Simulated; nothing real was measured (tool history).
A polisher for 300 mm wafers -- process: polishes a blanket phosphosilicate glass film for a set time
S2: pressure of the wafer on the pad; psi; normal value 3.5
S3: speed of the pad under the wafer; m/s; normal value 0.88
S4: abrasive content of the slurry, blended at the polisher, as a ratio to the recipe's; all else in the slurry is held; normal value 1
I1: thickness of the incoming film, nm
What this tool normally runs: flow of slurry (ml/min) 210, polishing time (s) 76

{"run": 1, "hour": 0.0, "flow of slurry (ml/min)": 210, "S2": 3.5, "S3": 0.88, "S4": 1, "polishing time (s)": 76, "I1": 4461, "film removed (angstrom)": 6053}
{"hour": 9.4, "done": "conditioning disc replaced and pad reconditioned"}
{"hour": 57.8, "done": "worn pad replaced by a new one"}
{"hour": 77.0, "done": "slurry blender recalibrated"}
{"run": 2, "hour": 103.6, "flow of slurry (ml/min)": 210, "S2": 3.5, "S3": 0.88, "S4": 1, "polishing time (s)": 76, "I1": 4537.9, "film removed (angstrom)": 6638}
{"run": 3, "hour": 208.4, "flow of slurry (ml/min)": 210, "S2": 3.5, "S3": 0.88, "S4": 1, "polishing time (s)": 76, "I1": 4586.4, "film removed (angstrom)": 6306}
{"run": 4, "hour": 253.4, "flow of slurry (ml/min)": 210, "S2": 3.5, "S3": 0.88, "S4": 1, "polishing time (s)": 76, "I1": 4467.5, "film removed (angstrom)": 6176}
{"run": 5, "hour": 325.5, "flow of slurry (ml/min)": 210, "S2": 3.5, "S3": 0.88, "S4": 1, "polishing time (s)": 76, "I1": 4526.6, "film removed (angstrom)": 5959}
{"run": 6, "hour": 365.5, "flow of slurry (ml/min)": 210, "S2": 3.5, "S3": 0.88, "S4": 1, "polishing time (s)": 76, "I1": 4532.3, "film removed (angstrom)": 6047}
{"hour": 408.1, "done": "worn pad replaced by a new one"}
{"run": 7, "hour": 452.5, "flow of slurry (ml/min)": 210, "S2": 3.5, "S3": 0.88, "S4": 1, "polishing time (s)": 76, "I1": 4517.6, "film removed (angstrom)": 6914}
{"hour": 468.1, "done": "slurry blender recalibrated"}
{"run": 8, "hour": 499.4, "flow of slurry (ml/min)": 210, "S2": 3.5, "S3": 0.88, "S4": 1, "polishing time (s)": 76, "I1": 4512.4, "film removed (angstrom)": 6694}
{"hour": 514.6, "done": "head pressure recalibrated"}
{"hour": 531.8, "done": "conditioning disc replaced and pad reconditioned"}
{"hour": 598.3, "done": "slurry nozzle cleaned"}
{"run": 9, "hour": 740.5, "flow of slurry (ml/min)": 210, "S2": 3.5, "S3": 0.88, "S4": 1, "polishing time (s)": 76, "I1": 4585.5, "film removed (angstrom)": 6040}
{"hour": 759.8, "done": "worn pad replaced by a new one"}
{"run": 10, "hour": 794.0, "flow of slurry (ml/min)": 150, "S2": 3.5, "S3": 0.76, "S4": 1, "polishing time (s)": 61, "I1": 4524.8, "film removed (angstrom)": 4655}
{"run": 11, "hour": 884.4, "flow of slurry (ml/min)": 265, "S2": 3.5, "S3": 1.04, "S4": 1, "polishing time (s)": 89, "I1": 4537.1, "film removed (angstrom)": 8915}
{"hour": 925.3, "done": "slurry blender recalibrated"}
{"run": 12, "hour": 959.7, "flow of slurry (ml/min)": 235, "S2": 3.5, "S3": 0.88, "S4": 1, "polishing time (s)": 85, "I1": 4560.6, "film removed (angstrom)": 7207}
{"hour": 1020.5, "done": "conditioning disc replaced and pad reconditioned"}
{"run": 13, "hour": 1030.5, "flow of slurry (ml/min)": 210, "S2": 3.5, "S3": 0.88, "S4": 1, "polishing time (s)": 76, "I1": 4526.9, "film removed (angstrom)": 6112}
{"hour": 1058.9, "done": "worn pad replaced by a new one, of another model than before"}
{"run": 14, "hour": 1136.4, "flow of slurry (ml/min)": 210, "S2": 3.5, "S3": 0.76, "S4": 1, "polishing time (s)": 76, "I1": 4608.9, "film removed (angstrom)": 6258}
{"hour": 1149.1, "done": "slurry nozzle cleaned"}
{"run": 15, "hour": 1197.5, "flow of slurry (ml/min)": 265, "S2": 3, "S3": 0.88, "S4": 1.25, "polishing time (s)": 76, "I1": 4547.7, "film removed (angstrom)": 6693}
{"hour": 1247.3, "done": "head pressure recalibrated"}
{"hour": 1296.7, "done": "slurry blender recalibrated"}
{"hour": 1395.4, "done": "worn pad replaced by a new one"}
{"run": 16, "hour": 1476.2, "flow of slurry (ml/min)": 210, "S2": 3.5, "S3": 0.88, "S4": 1, "polishing time (s)": 59, "I1": 4538.8, "film removed (angstrom)": 5159}
{"run": 17, "hour": 1545.1, "flow of slurry (ml/min)": 210, "S2": 3.5, "S3": 0.88, "S4": 1, "polishing time (s)": 76, "I1": 4580.9, "film removed (angstrom)": 6414}
{"run": 18, "hour": 1600.6, "flow of slurry (ml/min)": 150, "S2": 3, "S3": 0.88, "S4": 1.2, "polishing time (s)": 91, "I1": 4481.3, "film removed (angstrom)": 7198}

3 ways to go on from here, each from the tool as it stands after run 18. What would each give?
{"run": "A", "hour": 1601.1, "flow of slurry (ml/min)": 210, "S2": 2.9, "S3": 0.88, "S4": 1, "polishing time (s)": 76, "I1": 4601.2, "film removed (angstrom)": "?"}
{"run": "B", "hour": 1601.1, "flow of slurry (ml/min)": 155, "S2": 2.9, "S3": 0.88, "S4": 1.1, "polishing time (s)": 94, "I1": 4601.2, "film removed (angstrom)": "?"}
{"run": "C", "hour": 1601.1, "flow of slurry (ml/min)": 150, "S2": 3.5, "S3": 0.7, "S4": 1, "polishing time (s)": 87, "I1": 4601.2, "film removed (angstrom)": "?"}

run=A film_removed_(angstrom)=5474
run=B film_removed_(angstrom)=6966
run=C film_removed_(angstrom)=6227
Take away the tool's hidden state, keep each run's random variation, and the runs would have read:
run=A film_removed_(angstrom)=6114
run=B film_removed_(angstrom)=7781
run=C film_removed_(angstrom)=6956
